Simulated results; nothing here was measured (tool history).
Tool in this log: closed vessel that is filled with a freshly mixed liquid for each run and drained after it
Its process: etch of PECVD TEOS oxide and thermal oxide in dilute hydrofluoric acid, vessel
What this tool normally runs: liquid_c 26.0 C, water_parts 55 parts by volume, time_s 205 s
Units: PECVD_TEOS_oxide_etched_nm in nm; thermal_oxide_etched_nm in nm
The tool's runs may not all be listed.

run    hour  liquid_c  water_parts  time_s  wafers since the last listed run  hours since the thermometer was replaced  hours since the hydrofluoric acid flow meter was replaced  hours since the gauge calibration  read-back film thickness of the PECVD TEOS oxide reference wafer, read on the same gauge (nm)  read-back film thickness of the thermal oxide reference wafer, read on the same gauge (nm)  PECVD_TEOS_oxide_etched_nm  thermal_oxide_etched_nm
  1     0.0      26.0           55     205                                 0                                      75.9                                                      115.5                             1413.1                                                                                          50.05                                                                                       39.99                       56.41                    20.36
  2    29.8      24.0           85     255                              2402                                     105.7                                                      145.3                             1442.9                                                                                          50.02                                                                                       39.99                       39.97                    14.51
  3    94.5      26.0           55     155                              5216                                     170.4                                                      210.0                             1507.6                                                                                          50.00                                                                                       39.98                       42.82                    15.28
  4   149.0      28.0           55     205                              4393                                     224.9                                                      264.5                             1562.1                                                                                          50.02                                                                                       40.00                       60.76                    21.85
  5   175.5      27.5           30     280                              2136                                     251.4                                                      291.0                             1588.6                                                                                          50.00                                                                                       40.00                      154.82                    55.42
  6   202.0      22.0           45     205                              2136                                     277.9                                                      317.5                             1615.1                                                                                          49.98                                                                                       40.01                       58.31                    21.19
  7   265.4      26.0           55     205                              5111                                     341.3                                                      380.9                             1678.5                                                                                          50.00                                                                                       40.00                       56.01                    20.16
  8   298.1      23.5           85     270                              2636                                     374.0                                                      413.6                             1711.2                                                                                          50.06                                                                                       39.99                       41.41                    14.97
  9   369.0      29.0           65     120                              5715                                     444.9                                                      484.5                             1782.1                                                                                          50.01                                                                                       40.00                       30.31                    10.98
 10   406.5      30.0           65     135                              3023                                     482.4                                                      522.0                             1819.6                                                                                          50.01                                                                                       40.00                       35.74                    12.83
      500.7  -- gauge calibrated
 11   538.2      30.5           65     205                             10617                                     614.1                                                      653.7                               37.5                                                                                          50.02                                                                                       40.01                       55.22                    19.78
 12   597.8      23.5           30     300                              4804                                     673.7                                                      713.3                               97.1                                                                                          49.95                                                                                       40.01                      139.77                    50.27
 13   637.4      26.0           55     205                              3192                                     713.3                                                      752.9                              136.7                                                                                          50.03                                                                                       40.00                       55.07                    19.96
 14   682.4      26.0           55     205                              3627                                     758.3                                                      797.9                              181.7                                                                                          50.02                                                                                       39.98                       55.33                    19.80
 15   742.6      24.0           55     275                              4853                                     818.5                                                      858.1                              241.9                                                                                          50.00                                                                                       40.00                       67.14                    24.48
 16   767.4      30.5           55     245                              1999                                     843.3                                                      882.9                              266.7                                                                                          50.02                                                                                       40.00                       77.64                    28.49
 17   838.7      26.0           65     205                              5748                                     914.6                                                      954.2                              338.0                                                                                          50.05                                                                                       40.00                       46.33                    16.34
 18   898.5      30.5           55     205                              4821                                     974.4                                                     1014.0                              397.8                                                                                          49.99                                                                                       40.00                       64.99                    23.70
 19   932.6      26.0           80     205                              2749                                    1008.5                                                     1048.1                              431.9                                                                                          50.01                                                                                       40.00                       36.12                    13.15
 20  1000.7      26.0           55     155                              5490                                    1076.6                                                     1116.2                              500.0                                                                                          49.97                                                                                       39.99                       41.08                    14.85
 21  1044.0      26.0           65     205                              3490                                    1119.9                                                     1159.5                              543.3                                                                                          49.97                                                                                       40.02                       44.55                    16.43
 22  1104.3      26.0           25     140                              4861                                    1180.2                                                     1219.8                              603.6                                                                                          49.99                                                                                       39.99                       84.48                    30.61
 23  1181.4      24.5           35     310                              6215                                    1257.3                                                     1296.9                              680.7                                                                                          50.00                                                                                       40.01                      123.94                    44.73
 24  1209.8      26.0           55     300                              2289                                    1285.7                                                     1325.3                              709.1                                                                                          50.01                                                                                       39.99                       77.96                    28.70
 25  1265.1      21.0           45     205                              4458                                    1341.0                                                     1380.6                              764.4                                                                                          49.95                                                                                       39.99                       54.28                    19.64
 26  1300.9      24.5           70     205                              2886                                    1376.8                                                     1416.4                              800.2                                                                                          50.01                                                                                       40.02                       38.67                    14.16

4 ways to go on from here, each from the tool as it stands after run 26. What would each give?
  A  1301.6      26.0           55     205                                56                                    1377.5                                                     1417.1                              800.9                                                                                              ?                                                                                           ?                           ?                        ?
  B  1301.6      26.0           55     165                                56                                    1377.5                                                     1417.1                              800.9                                                                                              ?                                                                                           ?                           ?                        ?
  C  1301.6      26.0           45     295                                56                                    1377.5                                                     1417.1                              800.9                                                                                              ?                                                                                           ?                           ?                        ?
  D  1301.6      28.5           30     165                                56                                    1377.5                                                     1417.1                              800.9                                                                                              ?                                                                                           ?                           ?                        ?

run  read-back film thickness of the PECVD TEOS oxide reference wafer, read on the same gauge (nm)  read-back film thickness of the thermal oxide reference wafer, read on the same gauge (nm)  PECVD_TEOS_oxide_etched_nm  thermal_oxide_etched_nm
  A                                                                                          50.00                                                                                       40.00                       53.49                    19.35
  B                                                                                          50.00                                                                                       40.00                       43.05                    15.57
  C                                                                                          50.00                                                                                       40.00                       95.46                    34.54
  D                                                                                          50.00                                                                                       40.00                       90.70                    32.81
With no hidden state in the tool, these same runs would have given:
run  PECVD_TEOS_oxide_etched_nm  thermal_oxide_etched_nm
  A                       56.95                    20.60
  B                       45.84                    16.58
  C                      101.58                    36.75
  D                       96.40                    34.88
